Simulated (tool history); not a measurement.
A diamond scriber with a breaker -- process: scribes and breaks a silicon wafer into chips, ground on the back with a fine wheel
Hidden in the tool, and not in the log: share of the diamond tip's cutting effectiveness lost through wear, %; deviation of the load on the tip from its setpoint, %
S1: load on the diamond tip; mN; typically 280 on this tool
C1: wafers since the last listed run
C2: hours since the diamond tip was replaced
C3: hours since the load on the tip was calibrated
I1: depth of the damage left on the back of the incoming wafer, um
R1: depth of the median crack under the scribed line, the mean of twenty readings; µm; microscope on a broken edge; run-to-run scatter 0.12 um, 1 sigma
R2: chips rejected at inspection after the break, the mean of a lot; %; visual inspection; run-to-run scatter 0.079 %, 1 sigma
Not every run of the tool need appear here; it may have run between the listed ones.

Run 1, hour 0: usual settings but S1 308 mN; C1 0; C2 1099.9; C3 449.5; I1 1.54. Result: R1 12.4 µm, R2 4.28 %.
Run 2, hour 15.1: usual settings but S1 308 mN; C1 19; C2 1115; C3 464.6; I1 1.71. Result: R1 12.34 µm, R2 4.15 %.
Run 3, hour 24.1: usual settings but S1 308 mN; C1 11; C2 1124; C3 473.6; I1 2.82. Result: R1 12.38 µm, R2 4.68 %.
Run 4, hour 38.7: usual settings; C1 18; C2 1138.6; C3 488.2; I1 1.82. Result: R1 11.65 µm, R2 7.04 %.
Run 5, hour 46.4: usual settings; C1 9; C2 1146.3; C3 495.9; I1 2.26. Result: R1 11.55 µm, R2 8.56 %.
Run 6, hour 63.8: usual settings; C1 22; C2 1163.7; C3 513.3; I1 1.93. Result: R1 11.54 µm, R2 7.99 %.
Run 7, hour 115.6: usual settings; C1 65; C2 1215.5; C3 565.1; I1 1.94. Result: R1 11.08 µm, R2 8.89 %.
Run 8, hour 123.4: usual settings; C1 9; C2 1223.3; C3 572.9; I1 2.12. Result: R1 11.18 µm, R2 8.48 %.
At hour 137.2: load on the tip recalibrated.
Run 9, hour 137.7: usual settings; C1 15; C2 1237.6; C3 0.5; I1 2.41. Result: R1 11.19 µm, R2 9.77 %.
Run 10, hour 142: usual settings but S1 217 mN; C1 5; C2 1241.9; C3 4.8; I1 2.96. Result: R1 9.47 µm, R2 22.45 %.
Run 11, hour 158.3: usual settings; C1 20; C2 1258.2; C3 21.1; I1 2.9. Result: R1 10.9 µm, R2 11.06 %.
Run 12, hour 200.5: usual settings; C1 53; C2 1300.4; C3 63.3; I1 2.96. Result: R1 10.88 µm, R2 11.8 %.
Run 13, hour 207.1: usual settings; C1 8; C2 1307; C3 69.9; I1 1.55. Result: R1 10.82 µm, R2 11.16 %.
At hour 209.6: diamond tip replaced by a new one.
Run 14, hour 220: usual settings but S1 340 mN; C1 13; C2 10.4; C3 82.8; I1 1.7. Result: R1 15.72 µm, R2 2.96 %.
Run 15, hour 227.9: usual settings; C1 9; C2 18.3; C3 90.7; I1 1.88. Result: R1 14 µm, R2 1.45 %.
Run 16, hour 238.6: usual settings but S1 226 mN; C1 13; C2 29; C3 101.4; I1 2.27. Result: R1 12.31 µm, R2 4.29 %.
Run 17, hour 245.4: usual settings but S1 249 mN; C1 8; C2 35.8; C3 108.2; I1 2.07. Result: R1 12.99 µm, R2 2.43 %.
Run 18, hour 262.3: usual settings; C1 21; C2 52.7; C3 125.1; I1 2.17. Result: R1 13.96 µm, R2 1.65 %.
Run 19, hour 269.7: usual settings; C1 9; C2 60.1; C3 132.5; I1 1.68. Result: R1 14.18 µm, R2 1.52 %.
Run 20, hour 286.9: usual settings but S1 207 mN; C1 21; C2 77.3; C3 149.7; I1 1.97. Result: R1 11.85 µm, R2 6.97 %.
Run 21, hour 298.2: usual settings; C1 14; C2 88.6; C3 161; I1 2.94. Result: R1 14.04 µm, R2 2.16 %.
Run 22, hour 304.2: usual settings but S1 348 mN; C1 7; C2 94.6; C3 167; I1 2.91. Result: R1 16 µm, R2 3.75 %.
Run 23, hour 314.5: usual settings but S1 321 mN; C1 13; C2 104.9; C3 177.3; I1 2.87. Result: R1 15.45 µm, R2 2.41 %.
Run 24, hour 326.7: usual settings but S1 344 mN; C1 15; C2 117.1; C3 189.5; I1 2.64. Result: R1 16.04 µm, R2 3.43 %.
Run 25, hour 356.1: usual settings but S1 231 mN; C1 37; C2 146.5; C3 218.9; I1 2.67. Result: R1 12.44 µm, R2 4.33 %.
Run 26, hour 365.7: usual settings; C1 12; C2 156.1; C3 228.5; I1 2.08. Result: R1 13.9 µm, R2 1.6 %.
Run 27, hour 382.6: usual settings but S1 331 mN; C1 21; C2 173; C3 245.4; I1 2.47. Result: R1 15.73 µm, R2 2.48 %.
Run 28, hour 397.1: usual settings; C1 18; C2 187.5; C3 259.9; I1 2.48. Result: R1 13.99 µm, R2 1.82 %.
Run 29, hour 405.2: usual settings but S1 335 mN; C1 10; C2 195.6; C3 268; I1 2.8. Result: R1 15.49 µm, R2 2.94 %.

Consider 4 possible next runs. They are alternatives, not a sequence: every one starts from the tool as it was left by run 29. What does each give?
Run A, hour 405.9: usual settings; C1 0; C2 196.3; C3 268.7; I1 2.34. Result: R1 ?, R2 ?.
Run B, hour 405.9: usual settings but S1 233 mN; C1 0; C2 196.3; C3 268.7; I1 2.34. Result: R1 ?, R2 ?.
Run C, hour 405.9: usual settings but S1 336 mN; C1 0; C2 196.3; C3 268.7; I1 2.34. Result: R1 ?, R2 ?.
Run D, hour 405.9: usual settings but S1 330 mN; C1 0; C2 196.3; C3 268.7; I1 2.34. Result: R1 ?, R2 ?.

run     R1    R2
  A  14.03  1.58
  B  12.56  3.83
  C  15.69  2.49
  D  15.51  2.26
The same runs, with their run-to-run variation unchanged, on a tool lacking any hidden condition would have given:
run     R1    R2
  A  14.31  1.51
  B  12.81  3.21
  C     16  2.98
  D  15.82  2.69
